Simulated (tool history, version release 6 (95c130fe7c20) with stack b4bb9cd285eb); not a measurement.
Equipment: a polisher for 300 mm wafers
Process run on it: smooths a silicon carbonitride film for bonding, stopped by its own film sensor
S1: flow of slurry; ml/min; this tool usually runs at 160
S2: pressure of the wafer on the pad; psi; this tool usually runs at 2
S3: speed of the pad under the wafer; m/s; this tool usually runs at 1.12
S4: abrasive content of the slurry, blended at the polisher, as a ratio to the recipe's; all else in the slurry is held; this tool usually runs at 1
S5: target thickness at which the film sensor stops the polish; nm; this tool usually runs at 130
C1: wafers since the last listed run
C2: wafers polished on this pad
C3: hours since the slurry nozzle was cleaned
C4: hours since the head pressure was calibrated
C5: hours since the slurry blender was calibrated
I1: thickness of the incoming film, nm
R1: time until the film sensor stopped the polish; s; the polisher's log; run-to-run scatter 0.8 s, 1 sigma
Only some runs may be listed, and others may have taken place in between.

Run 1, day 0: usual settings; C1 0; C2 849; C3 80.3; C4 73.2; C5 21.2; I1 149.6. Result: R1 68.5 s.
Run 2, day 2.071: usual settings; C1 460; C2 1309; C3 130; C4 122.9; C5 70.9; I1 149.2. Result: R1 66.6 s.
Run 3, day 5.05: usual settings but S3 0.84 m/s; C1 661; C2 1971; C3 201.5; C4 194.4; C5 142.4; I1 149.6. Result: R1 86.6 s.
Run 4, day 7.383: usual settings; C1 518; C2 2489; C3 257.5; C4 250.4; C5 198.4; I1 150.9. Result: R1 74.4 s.
Run 5, day 10.25: usual settings; C1 636; C2 3126; C3 326.3; C4 319.2; C5 267.2; I1 150.4. Result: R1 74.3 s.
At day 10.958: worn pad replaced by a new one.
Run 6, day 11.804: usual settings; C1 308; C2 188; C3 363.6; C4 356.5; C5 304.5; I1 150.4. Result: R1 70.9 s.
At day 14.117: slurry blender recalibrated.
Run 7, day 14.138: usual settings but S3 1.02 m/s, S5 135 nm; C1 499; C2 687; C3 419.6; C4 412.5; C5 0.5; I1 150.7. Result: R1 59.2 s.
Run 8, day 16.304: usual settings; C1 481; C2 1169; C3 471.6; C4 464.5; C5 52.5; I1 150.7. Result: R1 72.8 s.
Run 9, day 18.288: usual settings but S5 127 nm; C1 440; C2 1609; C3 519.2; C4 512.1; C5 100.1; I1 149.7. Result: R1 80.1 s.
Run 10, day 20.696: usual settings but S5 127 nm; C1 534; C2 2144; C3 577; C4 569.9; C5 157.9; I1 149. Result: R1 76.5 s.
At day 22.304: head pressure recalibrated.
At day 22.975: worn pad replaced by a new one.
Run 11, day 23.05: usual settings but S5 127 nm; C1 467; C2 16; C3 633.5; C4 17.9; C5 214.4; I1 151.1. Result: R1 82.8 s.
At day 23.758: slurry nozzle cleaned.
Run 12, day 24.396: usual settings but S5 134 nm; C1 289; C2 306; C3 15.3; C4 50.2; C5 246.7; I1 150. Result: R1 55.3 s.
Run 13, day 26.742: usual settings; C1 521; C2 827; C3 71.6; C4 106.5; C5 303; I1 151.4. Result: R1 75.2 s.
At day 27.8: slurry blender recalibrated.
Run 14, day 28.262: usual settings but S4 1.2; C1 319; C2 1147; C3 108.1; C4 143; C5 11.1; I1 149.7. Result: R1 63.5 s.
Run 15, day 30.55: usual settings but S2 2.2 psi, S4 0.7, S5 124 nm; C1 508; C2 1655; C3 163; C4 197.9; C5 66; I1 151.1. Result: R1 103.3 s.
Run 16, day 35.258: usual settings; C1 1045; C2 2701; C3 276; C4 310.9; C5 179; I1 151.3. Result: R1 78.5 s.
At day 36.583: worn pad replaced by a new one, of another model than before.
Run 17, day 37.438: usual settings; C1 447; C2 189; C3 328.3; C4 363.2; C5 231.3; I1 153.4. Result: R1 81.2 s.
At day 39.642: slurry blender recalibrated.
Run 18, day 40.183: usual settings; C1 591; C2 780; C3 394.2; C4 429.1; C5 13; I1 149.3. Result: R1 67.1 s.
Run 19, day 46.717: usual settings but S2 2.3 psi, S5 124 nm; C1 1451; C2 2232; C3 551; C4 585.9; C5 169.8; I1 149.5. Result: R1 83.1 s.
At day 47.488: head pressure recalibrated.
Run 20, day 48.171: usual settings; C1 304; C2 2536; C3 585.9; C4 16.4; C5 204.7; I1 149.5. Result: R1 70.2 s.
At day 49.112: worn pad replaced by a new one.
Run 21, day 51.167: usual settings but S2 1.6 psi, S4 1.2; C1 628; C2 456; C3 657.8; C4 88.3; C5 276.6; I1 150.8. Result: R1 73.7 s.
At day 51.358: slurry blender recalibrated.
At day 52.033: slurry nozzle cleaned.
Run 22, day 53.467: usual settings but S1 120 ml/min, S2 1.3 psi, S4 1.25, S5 127 nm; C1 483; C2 939; C3 34.4; C4 143.5; C5 50.6; I1 149.9. Result: R1 91.9 s.
Run 23, day 55.388: usual settings but S2 1.5 psi, S4 1.1; C1 426; C2 1366; C3 80.5; C4 189.6; C5 96.7; I1 148.6. Result: R1 71 s.
Run 24, day 59.321: usual settings but S2 2.5 psi, S3 1.34 m/s; C1 873; C2 2240; C3 174.9; C4 284; C5 191.1; I1 152.6. Result: R1 65.3 s.
Run 25, day 60.562: usual settings but S2 1.5 psi, S3 0.94 m/s, S4 0.85, S5 134 nm; C1 275; C2 2515; C3 204.7; C4 313.8; C5 220.9; I1 149.5. Result: R1 76.6 s.
At day 60.8: worn pad replaced by a new one.
Run 26, day 63.392: usual settings but S2 1.8 psi, S3 1.44 m/s, S5 134 nm; C1 591; C2 575; C3 272.6; C4 381.7; C5 288.8; I1 149.1. Result: R1 48.3 s.
Run 27, day 65.45: usual settings but S4 0.75, S5 137 nm; C1 457; C2 1032; C3 322; C4 431.1; C5 338.2; I1 151.3. Result: R1 58.4 s.

5 ways to go on from here, each from the tool as it stands after run 27. What would each give?
Run A, day 65.471: usual settings but S2 2.4 psi; C1 4; C2 1037; C3 322.5; C4 431.6; C5 338.7; I1 149.9. Result: R1 ?.
Run B, day 65.471: usual settings but S2 1.6 psi, S3 1.3 m/s, S4 1.25, S5 124 nm; C1 4; C2 1037; C3 322.5; C4 431.6; C5 338.7; I1 149.9. Result: R1 ?.
Run C, day 65.471: usual settings but S2 2.3 psi, S3 0.78 m/s, S4 1.1; C1 4; C2 1037; C3 322.5; C4 431.6; C5 338.7; I1 149.9. Result: R1 ?.
Run D, day 65.471: usual settings but S2 2.4 psi, S3 0.74 m/s; C1 4; C2 1037; C3 322.5; C4 431.6; C5 338.7; I1 149.9. Result: R1 ?.
Run E, day 65.471: usual settings but S1 175 ml/min, S5 134 nm; C1 4; C2 1037; C3 322.5; C4 431.6; C5 338.7; I1 149.9. Result: R1 ?.

run    R1
  A  63.2
  B  85.8
  C  73.2
  D  76.3
  E  55.4
Without the tool's hidden state the same runs would have given:
run    R1
  A  62.5
  B  84.9
  C  72.4
  D  75.6
  E  54.8
